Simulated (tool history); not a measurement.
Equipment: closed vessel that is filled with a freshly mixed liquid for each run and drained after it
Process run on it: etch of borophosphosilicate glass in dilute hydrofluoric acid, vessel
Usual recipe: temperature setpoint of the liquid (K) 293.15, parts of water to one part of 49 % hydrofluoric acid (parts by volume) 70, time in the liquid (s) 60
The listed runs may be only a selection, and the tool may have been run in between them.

| run | hour | temperature setpoint of the liquid (K) | parts of water to one part of 49 % hydrofluoric acid (parts by volume) | time in the liquid (s) | wafers since the last listed run | hours since the thermometer was replaced | hours since the hydrofluoric acid flow meter was replaced | hours since the gauge calibration | read-back film thickness of the borophosphosilicate glass reference wafer, read on the same gauge (nm) | thickness taken off the borophosphosilicate glass on a monitor wafer (angstrom) |
|---|---|---|---|---|---|---|---|---|---|---|
| 1 | 0 | 293.15 | 70 | 60 | 0 | 223.4 | 1049.8 | 455.5 | 39.99 | 395.4 |
| 2 | 61.5 | 293.15 | 70 | 60 | 9029 | 284.9 | 1111.3 | 517 | 40.04 | 395 |
| 3 | 102.3 | 293.15 | 70 | 60 | 5990 | 325.7 | 1152.1 | 557.8 | 39.99 | 396 |
| 4 | 172 | 296.65 | 70 | 60 | 10233 | 395.4 | 1221.8 | 627.5 | 39.99 | 455.5 |
| 5 | 346.9 | 296.65 | 70 | 60 | 25680 | 570.3 | 1396.7 | 802.4 | 39.95 | 451.8 |
| 6 | 394.3 | 296.65 | 70 | 60 | 6959 | 617.7 | 1444.1 | 849.8 | 39.98 | 457 |
| 7 | 455 | 293.15 | 85 | 60 | 8912 | 678.4 | 1504.8 | 910.5 | 39.96 | 314.3 |
|  | 497.1 | gauge calibrated |
| 8 | 504.7 | 293.15 | 85 | 60 | 7297 | 728.1 | 1554.5 | 7.6 | 40 | 310.2 |
| 9 | 571.2 | 293.15 | 70 | 60 | 9764 | 794.6 | 1621 | 74.1 | 39.97 | 384.6 |
|  | 630.1 | thermometer replaced |
| 10 | 641.1 | 293.15 | 90 | 35 | 10116 | 11 | 1690.9 | 144 | 40 | 170.1 |
|  | 665.6 | hydrofluoric acid flow meter replaced |
| 11 | 699.5 | 293.15 | 70 | 70 | 8427 | 69.4 | 33.9 | 202.4 | 39.99 | 484.2 |
| 12 | 724.7 | 293.15 | 70 | 40 | 3700 | 94.6 | 59.1 | 227.6 | 39.99 | 276.4 |
| 13 | 792.5 | 296.15 | 40 | 45 | 9955 | 162.4 | 126.9 | 295.4 | 39.99 | 643 |
| 14 | 829.4 | 293.15 | 70 | 60 | 5417 | 199.3 | 163.8 | 332.3 | 40.02 | 416.3 |
| 15 | 858.2 | 290.15 | 60 | 45 | 4228 | 228.1 | 192.6 | 361.1 | 40 | 318.7 |
| 16 | 910.3 | 293.15 | 70 | 45 | 7649 | 280.2 | 244.7 | 413.2 | 40.01 | 304.6 |

Branching from run 16: 4 alternative next runs. What would each branch give?
| A | 911 | 293.15 | 70 | 30 | 102 | 280.9 | 245.4 | 413.9 | ? | ? |
| B | 911 | 290.15 | 60 | 70 | 102 | 280.9 | 245.4 | 413.9 | ? | ? |
| C | 911 | 295.65 | 90 | 40 | 102 | 280.9 | 245.4 | 413.9 | ? | ? |
| D | 911 | 290.15 | 70 | 60 | 102 | 280.9 | 245.4 | 413.9 | ? | ? |

| run | read-back film thickness of the borophosphosilicate glass reference wafer, read on the same gauge (nm) | thickness taken off the borophosphosilicate glass on a monitor wafer (angstrom) |
|---|---|---|
| A | 39.99 | 207.2 |
| B | 39.99 | 502.3 |
| C | 39.99 | 232.4 |
| D | 39.99 | 364.9 |
Without the tool's hidden state the same runs would have given:
| run | thickness taken off the borophosphosilicate glass on a monitor wafer (angstrom) |
|---|---|
| A | 211.8 |
| B | 513.3 |
| C | 237.8 |
| D | 373 |
